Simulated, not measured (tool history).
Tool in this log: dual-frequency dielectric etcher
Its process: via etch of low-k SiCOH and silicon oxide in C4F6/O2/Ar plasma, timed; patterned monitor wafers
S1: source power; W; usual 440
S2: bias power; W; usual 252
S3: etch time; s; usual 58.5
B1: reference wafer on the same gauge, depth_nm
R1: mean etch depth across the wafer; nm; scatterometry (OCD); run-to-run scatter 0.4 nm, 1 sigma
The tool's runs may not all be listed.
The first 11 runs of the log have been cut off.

run   hour   S1   S2    S3     B1     R1
 12  129.9  440  252  45.0  153.9  139.2
 13  137.4  350  312  69.5  154.0  199.3
 14  155.3  440  193  58.5  154.0  165.5
 15  172.9  440  252  58.5  154.0  181.9
 16  184.8  540  201  68.0  154.1  220.5
 17  192.6  440  252  58.5  154.1  181.1
     203.2  -- source power generator calibrated
 18  203.7  480  212  41.5  153.9  128.6
 19  217.4  550  252  58.5  154.0  206.9
 20  243.2  490  217  44.0  154.0  138.6
 21  253.4  480  252  58.5  154.0  192.2
     263.6  -- gauge calibrated
     283.0  -- wet clean of the chamber
 22  283.5  470  224  51.5  154.0  158.2
 23  283.8  510  289  58.5  154.0  205.6
 24  295.4  520  235  70.5  154.0  235.0

What will run 25 give?
 25  304.8  510  289  58.5   ?   ?

{"run 25": {"B1": 154.0, "R1": 204.9}}
With no hidden state in the tool, this same run would have given R1 204.7 nm.
